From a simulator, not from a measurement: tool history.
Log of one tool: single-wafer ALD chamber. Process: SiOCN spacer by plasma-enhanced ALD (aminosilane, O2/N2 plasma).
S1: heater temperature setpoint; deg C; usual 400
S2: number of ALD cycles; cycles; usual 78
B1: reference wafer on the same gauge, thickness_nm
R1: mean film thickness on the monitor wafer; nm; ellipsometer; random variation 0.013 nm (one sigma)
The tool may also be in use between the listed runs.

run,hour,S1,S2,B1,R1
1,0,400,70,5.814,4.706
# hour 7: gauge calibrated
2,8.3,400,70,5.818,4.715
3,24.6,392,78,5.813,5.241
4,34.3,412,90,5.811,5.831
5,50.6,400,78,5.819,5.253
6,64.4,400,78,5.807,5.242
7,72.3,400,78,5.816,5.251
8,112.4,400,78,5.816,5.275
9,123.6,400,88,5.811,5.923
10,131.7,400,88,5.812,5.925
11,143.8,400,88,5.816,5.914
12,150.2,400,84,5.806,5.66
13,163.8,400,84,5.816,5.64
14,175.4,404,78,5.806,5.183
15,190.1,408,93,5.809,6.123
# hour 199: gauge calibrated
16,199.3,390,65,5.808,4.372
# hour 216.5: thermocouple changed; heater temperature recalibrated
17,217,407,78,5.807,5.147
18,226.8,413,63,5.806,4.103
19,244.5,400,73,5.811,4.9
20,261.5,394,65,5.816,4.372
21,279.2,400,64,5.814,4.298
22,296.4,406,78,5.812,5.151
23,305.6,400,78,5.814,5.229

The next listed run, before its measurement:
24,313.8,400,78,?,?

B1: 5.804
R1: 5.258 nm
Without the tool's hidden state the same run would have given R1 5.258 nm.
